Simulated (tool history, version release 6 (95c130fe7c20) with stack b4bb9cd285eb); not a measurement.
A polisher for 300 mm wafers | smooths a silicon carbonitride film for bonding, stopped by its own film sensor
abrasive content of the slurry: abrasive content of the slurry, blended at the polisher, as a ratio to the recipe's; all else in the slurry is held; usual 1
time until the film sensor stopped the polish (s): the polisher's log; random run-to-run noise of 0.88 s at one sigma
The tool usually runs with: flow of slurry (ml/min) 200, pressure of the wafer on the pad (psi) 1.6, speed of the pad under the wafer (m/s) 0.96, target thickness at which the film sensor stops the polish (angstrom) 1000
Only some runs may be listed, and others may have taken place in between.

| run | hour | flow of slurry (ml/min) | pressure of the wafer on the pad (psi) | speed of the pad under the wafer (m/s) | abrasive content of the slurry | target thickness at which the film sensor stops the polish (angstrom) | wafers since the last listed run | wafers polished on this pad | hours since the slurry nozzle was cleaned | hours since the head pressure was calibrated | hours since the slurry blender was calibrated | incoming thickness of the incoming film, nm | time until the film sensor stopped the polish (s) |
|---|---|---|---|---|---|---|---|---|---|---|---|---|---|
| 1 | 0 | 200 | 1.6 | 0.96 | 1 | 1000 | 0 | 1267 | 430 | 170 | 136.5 | 119.9 | 98.7 |
| 2 | 12.9 | 200 | 1.6 | 0.96 | 1 | 1000 | 108 | 1376 | 442.9 | 182.9 | 149.4 | 121.9 | 109.6 |
|  | 36.8 | worn pad replaced by a new one |
| 3 | 39.7 | 200 | 1.6 | 0.96 | 1 | 1000 | 191 | 24 | 469.7 | 209.7 | 176.2 | 119.1 | 96.6 |
| 4 | 64.5 | 200 | 1.6 | 0.96 | 1 | 970 | 208 | 232 | 494.5 | 234.5 | 201 | 119 | 109.1 |
| 5 | 86.5 | 200 | 1.6 | 0.96 | 1 | 970 | 184 | 417 | 516.5 | 256.5 | 223 | 121.3 | 123.1 |
| 6 | 109.2 | 200 | 1.6 | 0.96 | 1 | 970 | 190 | 607 | 539.2 | 279.2 | 245.7 | 119.6 | 114.9 |
| 7 | 130.6 | 200 | 1.5 | 0.96 | 1 | 950 | 179 | 787 | 560.6 | 300.6 | 267.1 | 120 | 136.7 |
| 8 | 153.4 | 200 | 1.6 | 0.96 | 1.1 | 1000 | 191 | 979 | 583.4 | 323.4 | 289.9 | 120.1 | 98.7 |
|  | 185.5 | worn pad replaced by a new one |
|  | 185.6 | slurry nozzle cleaned |
| 9 | 188.5 | 200 | 1.6 | 0.96 | 1.1 | 1000 | 260 | 24 | 2.9 | 358.5 | 325 | 121 | 106.5 |
|  | 197.2 | head pressure recalibrated |
| 10 | 203.4 | 200 | 1.6 | 0.96 | 1 | 970 | 108 | 132 | 17.8 | 6.2 | 339.9 | 119.1 | 122.6 |
|  | 212.3 | slurry blender recalibrated |
| 11 | 234 | 255 | 1.6 | 0.96 | 0.7 | 1000 | 240 | 373 | 48.4 | 36.8 | 21.7 | 121.1 | 120.4 |
| 12 | 256.7 | 200 | 1.6 | 1.22 | 1 | 950 | 190 | 563 | 71.1 | 59.5 | 44.4 | 120.8 | 110.4 |
| 13 | 281.6 | 175 | 1.4 | 0.96 | 1 | 1000 | 209 | 772 | 96 | 84.4 | 69.3 | 120.7 | 121.7 |
| 14 | 302.2 | 200 | 1.6 | 0.96 | 1.25 | 1000 | 172 | 945 | 116.6 | 105 | 89.9 | 120.3 | 92.1 |
| 15 | 325.7 | 200 | 1.6 | 0.96 | 1 | 1000 | 197 | 1143 | 140.1 | 128.5 | 113.4 | 121.1 | 105.5 |
|  | 343.4 | worn pad replaced by a new one |
| 16 | 349.5 | 200 | 1.6 | 0.78 | 1 | 1000 | 166 | 51 | 163.9 | 152.3 | 137.2 | 120 | 118.6 |
| 17 | 374.9 | 200 | 1.6 | 0.96 | 1 | 1000 | 213 | 264 | 189.3 | 177.7 | 162.6 | 120.1 | 103 |
| 18 | 408.7 | 200 | 1.6 | 0.96 | 0.7 | 1000 | 283 | 548 | 223.1 | 211.5 | 196.4 | 121.7 | 130.9 |

What the log doesn't show, run by run:
removal rate lost through wear of the pad, %: 0 in every run
slurry flow missing at the pad, %: 0 in every run
H1: deviation of the head's pressure from its setpoint, %
H2: abrasive missing from the slurry, %
| run | H1 | H2 |
|---|---|---|
| 1 | 3.66 | 9.67 |
| 2 | 3.8 | 10.5 |
| 3 | 4.06 | 12.3 |
| 4 | 4.25 | 13.9 |
| 5 | 4.39 | 15.4 |
| 6 | 4.51 | 16.9 |
| 7 | 4.61 | 18.3 |
| 8 | 4.69 | 19.8 |
| 9 | 4.8 | 22.1 |
| 10 | -0.767 | 23.1 |
| 11 | 0.497 | 3.19 |
| 12 | 1.25 | 4.69 |
| 13 | 1.92 | 6.33 |
| 14 | 2.38 | 7.69 |
| 15 | 2.82 | 9.24 |
| 16 | 3.19 | 10.8 |
| 17 | 3.51 | 12.5 |
| 18 | 3.84 | 14.7 |
